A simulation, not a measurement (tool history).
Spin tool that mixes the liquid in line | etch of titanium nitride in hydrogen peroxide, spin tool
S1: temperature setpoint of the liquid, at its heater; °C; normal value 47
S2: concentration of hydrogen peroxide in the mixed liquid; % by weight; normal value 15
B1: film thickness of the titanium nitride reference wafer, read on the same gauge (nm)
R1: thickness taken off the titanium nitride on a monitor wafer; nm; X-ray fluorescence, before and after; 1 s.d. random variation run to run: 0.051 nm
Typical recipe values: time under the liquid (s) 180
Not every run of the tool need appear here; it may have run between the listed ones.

{"run": 1, "day": 0.0, "S1": 47, "S2": 15, "time under the liquid (s)": 180, "B1": 70.05, "R1": 6.34}
{"run": 2, "day": 0.279, "S1": 47, "S2": 15, "time under the liquid (s)": 180, "B1": 69.95, "R1": 6.37}
{"run": 3, "day": 1.0, "S1": 47, "S2": 15, "time under the liquid (s)": 180, "B1": 70.01, "R1": 6.53}
{"run": 4, "day": 1.308, "S1": 50.5, "S2": 12.5, "time under the liquid (s)": 180, "B1": 69.99, "R1": 7.87}
{"run": 5, "day": 3.354, "S1": 50.5, "S2": 12.5, "time under the liquid (s)": 180, "B1": 70.02, "R1": 8.67}
{"run": 6, "day": 3.783, "S1": 47, "S2": 15, "time under the liquid (s)": 180, "B1": 69.99, "R1": 7.14}
{"run": 7, "day": 4.333, "S1": 56.5, "S2": 13.5, "time under the liquid (s)": 130, "B1": 69.97, "R1": 9.72}
{"run": 8, "day": 4.896, "S1": 56, "S2": 15, "time under the liquid (s)": 180, "B1": 69.99, "R1": 13.36}
{"run": 9, "day": 5.433, "S1": 50.5, "S2": 12.5, "time under the liquid (s)": 180, "B1": 69.98, "R1": 8.69}
{"run": 10, "day": 5.75, "S1": 47, "S2": 15, "time under the liquid (s)": 180, "B1": 70, "R1": 5.77}
{"run": 11, "day": 6.058, "S1": 55, "S2": 12, "time under the liquid (s)": 230, "B1": 70.05, "R1": 12.63}
{"run": 12, "day": 6.588, "S1": 40, "S2": 13, "time under the liquid (s)": 180, "B1": 69.98, "R1": 3.32}
{"run": 13, "day": 6.979, "S1": 47, "S2": 15, "time under the liquid (s)": 80, "B1": 70, "R1": 2.58}
{"run": 14, "day": 7.417, "S1": 40.5, "S2": 19.5, "time under the liquid (s)": 180, "B1": 70.05, "R1": 3.74}
{"run": 15, "day": 7.938, "S1": 39, "S2": 15, "time under the liquid (s)": 180, "B1": 70, "R1": 3.17}
{"run": 16, "day": 8.2, "S1": 47, "S2": 15, "time under the liquid (s)": 180, "B1": 70, "R1": 5.78}
{"run": 17, "day": 8.517, "S1": 50, "S2": 12.5, "time under the liquid (s)": 230, "B1": 69.98, "R1": 8.79}
{"run": 18, "day": 10.35, "S1": 47, "S2": 12, "time under the liquid (s)": 180, "B1": 69.98, "R1": 5.57}
{"run": 19, "day": 10.667, "S1": 47, "S2": 15, "time under the liquid (s)": 255, "B1": 70.05, "R1": 8.34}
{"run": 20, "day": 11.233, "S1": 47, "S2": 15, "time under the liquid (s)": 180, "B1": 70.02, "R1": 5.92}
{"run": 21, "day": 11.75, "S1": 47, "S2": 15, "time under the liquid (s)": 120, "B1": 69.99, "R1": 3.94}
{"run": 22, "day": 12.358, "S1": 37.5, "S2": 15, "time under the liquid (s)": 180, "B1": 69.98, "R1": 2.82}
{"run": 23, "day": 13.008, "S1": 47, "S2": 15, "time under the liquid (s)": 180, "B1": 70.03, "R1": 5.86}
{"run": 24, "day": 13.596, "S1": 47, "S2": 18, "time under the liquid (s)": 180, "B1": 69.98, "R1": 6.2}

Removed from this log: 6 entries logged between the listed runs. Between which two listed runs does each belong, and how does the tool's hidden state at the listed run before it compare with that at the listed run after it?
After run 1, before run 2: new drum of peroxide connected (day 0.258)
  liquid hotter than its thermometer reads (K): 1.72 -> 1.73
  measured value less the no-hidden-state value, R1: +0.75 -> +0.76 nm
After run 4, before run 5: thermometer replaced (day 1.642)
  liquid hotter than its thermometer reads (K): 1.77 -> 3.17
  measured value less the no-hidden-state value, R1: +0.93 -> +1.75 nm
After run 6, before run 7: peroxide flow meter replaced (day 4.312)
  liquid hotter than its thermometer reads (K): 3.19 -> 3.21
  measured value less the no-hidden-state value, R1: +1.48 -> +1.92 nm
After run 8, before run 9: heated supply line repaired (day 5.021)
  liquid hotter than its thermometer reads (K): 3.23 -> 3.25
  measured value less the no-hidden-state value, R1: +2.67 -> +1.8 nm
After run 9, before run 10: thermometer replaced, repeated, since the last time left the tool worse (day 5.558)
  liquid hotter than its thermometer reads (K): 3.25 -> 0.387
  measured value less the no-hidden-state value, R1: +1.8 -> +0.16 nm
After run 17, before run 18: gauge calibrated (day 8.592)
  liquid hotter than its thermometer reads (K): 0.491 -> 0.559
  measured value less the no-hidden-state value, R1: +0.31 -> +0.23 nm
